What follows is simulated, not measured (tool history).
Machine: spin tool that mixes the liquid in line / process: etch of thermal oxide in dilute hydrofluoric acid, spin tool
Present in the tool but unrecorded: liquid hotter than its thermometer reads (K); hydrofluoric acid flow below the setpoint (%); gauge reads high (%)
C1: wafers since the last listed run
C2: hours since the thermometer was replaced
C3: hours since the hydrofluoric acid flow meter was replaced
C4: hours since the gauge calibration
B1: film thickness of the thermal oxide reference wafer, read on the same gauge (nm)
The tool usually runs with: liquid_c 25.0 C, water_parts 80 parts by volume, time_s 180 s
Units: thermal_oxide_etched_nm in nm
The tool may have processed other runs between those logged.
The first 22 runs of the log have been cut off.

run 23 hour=502.4 | liquid_c=25.0 water_parts=95 time_s=180 | C1=111 C2=58.4 C3=437.5 C4=809.3 | B1=40.01 | thermal_oxide_etched_nm=9.62
run 24 hour=517.6 | liquid_c=22.5 water_parts=105 time_s=235 | C1=92 C2=73.6 C3=452.7 C4=824.5 | B1=40.03 | thermal_oxide_etched_nm=10.10
-- hour=536.3 hydrofluoric acid flow meter replaced
-- hour=539.0 gauge calibrated
run 25 hour=543.5 | liquid_c=25.0 water_parts=80 time_s=180 | C1=151 C2=99.5 C3=7.2 C4=4.5 | B1=39.97 | thermal_oxide_etched_nm=11.60
run 26 hour=572.0 | liquid_c=26.5 water_parts=90 time_s=180 | C1=173 C2=128.0 C3=35.7 C4=33.0 | B1=40.01 | thermal_oxide_etched_nm=10.76
run 27 hour=601.8 | liquid_c=25.0 water_parts=80 time_s=140 | C1=181 C2=157.8 C3=65.5 C4=62.8 | B1=40.01 | thermal_oxide_etched_nm=9.02
run 28 hour=620.3 | liquid_c=25.0 water_parts=80 time_s=180 | C1=112 C2=176.3 C3=84.0 C4=81.3 | B1=39.99 | thermal_oxide_etched_nm=11.57
run 29 hour=642.0 | liquid_c=28.5 water_parts=55 time_s=145 | C1=131 C2=198.0 C3=105.7 C4=103.0 | B1=40.00 | thermal_oxide_etched_nm=16.10
run 30 hour=667.7 | liquid_c=23.5 water_parts=40 time_s=140 | C1=156 C2=223.7 C3=131.4 C4=128.7 | B1=40.03 | thermal_oxide_etched_nm=17.93
run 31 hour=697.9 | liquid_c=25.0 water_parts=80 time_s=180 | C1=183 C2=253.9 C3=161.6 C4=158.9 | B1=40.02 | thermal_oxide_etched_nm=11.52
run 32 hour=728.0 | liquid_c=27.0 water_parts=95 time_s=220 | C1=183 C2=284.0 C3=191.7 C4=189.0 | B1=40.01 | thermal_oxide_etched_nm=12.75
run 33 hour=750.1 | liquid_c=25.0 water_parts=40 time_s=180 | C1=134 C2=306.1 C3=213.8 C4=211.1 | B1=39.99 | thermal_oxide_etched_nm=24.28
run 34 hour=765.9 | liquid_c=25.0 water_parts=80 time_s=180 | C1=96 C2=321.9 C3=229.6 C4=226.9 | B1=40.02 | thermal_oxide_etched_nm=11.59
run 35 hour=784.0 | liquid_c=25.0 water_parts=55 time_s=180 | C1=110 C2=340.0 C3=247.7 C4=245.0 | B1=40.00 | thermal_oxide_etched_nm=17.35

Here are 3 independent what-if runs from the current tool condition. What would each one return?
run A hour=784.5 | liquid_c=25.0 water_parts=80 time_s=180 | C1=3 C2=340.5 C3=248.2 C4=245.5 | B1=? | thermal_oxide_etched_nm=?
run B hour=784.5 | liquid_c=28.5 water_parts=90 time_s=235 | C1=3 C2=340.5 C3=248.2 C4=245.5 | B1=? | thermal_oxide_etched_nm=?
run C hour=784.5 | liquid_c=26.5 water_parts=110 time_s=180 | C1=3 C2=340.5 C3=248.2 C4=245.5 | B1=? | thermal_oxide_etched_nm=?

run=A B1=40.00 thermal_oxide_etched_nm=11.54
run=B B1=40.00 thermal_oxide_etched_nm=15.16
run=C B1=40.00 thermal_oxide_etched_nm=8.56
Without the tool's hidden state the same runs would have given:
run=A thermal_oxide_etched_nm=11.54
run=B thermal_oxide_etched_nm=15.16
run=C thermal_oxide_etched_nm=8.56
